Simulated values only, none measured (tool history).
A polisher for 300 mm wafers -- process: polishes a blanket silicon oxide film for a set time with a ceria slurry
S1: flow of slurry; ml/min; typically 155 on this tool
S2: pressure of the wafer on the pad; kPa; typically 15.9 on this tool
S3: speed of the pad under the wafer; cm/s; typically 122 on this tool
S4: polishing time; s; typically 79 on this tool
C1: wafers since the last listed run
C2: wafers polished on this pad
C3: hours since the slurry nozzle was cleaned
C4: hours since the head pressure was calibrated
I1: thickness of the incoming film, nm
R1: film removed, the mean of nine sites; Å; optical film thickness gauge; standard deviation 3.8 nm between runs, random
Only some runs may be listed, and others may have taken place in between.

run 1 hour=0.0 | S1=155 S2=15.9 S3=122 S4=79 | C1=0 C2=268 C3=155.1 C4=600.8 | I1=1866.3 | R1=2497
run 2 hour=43.9 | S1=155 S2=15.9 S3=122 S4=79 | C1=284 C2=552 C3=199.0 C4=644.7 | I1=1858.0 | R1=2471
run 3 hour=101.2 | S1=155 S2=15.9 S3=122 S4=79 | C1=370 C2=923 C3=256.3 C4=702.0 | I1=1886.7 | R1=2387
-- hour=145.4 slurry nozzle cleaned
-- hour=168.5 worn pad replaced by a new one
run 4 hour=181.4 | S1=155 S2=15.9 S3=122 S4=70 | C1=486 C2=83 C3=36.0 C4=782.2 | I1=1902.1 | R1=2188
run 5 hour=280.1 | S1=155 S2=15.9 S3=122 S4=70 | C1=638 C2=722 C3=134.7 C4=880.9 | I1=1887.6 | R1=2267
run 6 hour=335.5 | S1=155 S2=15.9 S3=122 S4=79 | C1=358 C2=1080 C3=190.1 C4=936.3 | I1=1867.7 | R1=2516
run 7 hour=379.2 | S1=155 S2=15.9 S3=122 S4=79 | C1=282 C2=1363 C3=233.8 C4=980.0 | I1=1869.2 | R1=2390
-- hour=403.5 worn pad replaced by a new one
-- hour=442.4 slurry nozzle cleaned
-- hour=447.2 head pressure recalibrated
run 8 hour=452.9 | S1=180 S2=10.3 S3=122 S4=69 | C1=431 C2=300 C3=10.5 C4=5.7 | I1=1871.0 | R1=1563
run 9 hour=533.0 | S1=175 S2=20.7 S3=122 S4=56 | C1=518 C2=818 C3=90.6 C4=85.8 | I1=1885.5 | R1=2321

Run 10, settings as shown, results not yet in. Your forecast:
run 10 hour=614.8 | S1=155 S2=15.9 S3=122 S4=79 | C1=529 C2=1347 C3=172.4 C4=167.6 | I1=1885.6 | R1=?

{"run 10": {"R1": 2549}}
Had the tool carried no hidden state, the very same run would have given R1 2606 Å.
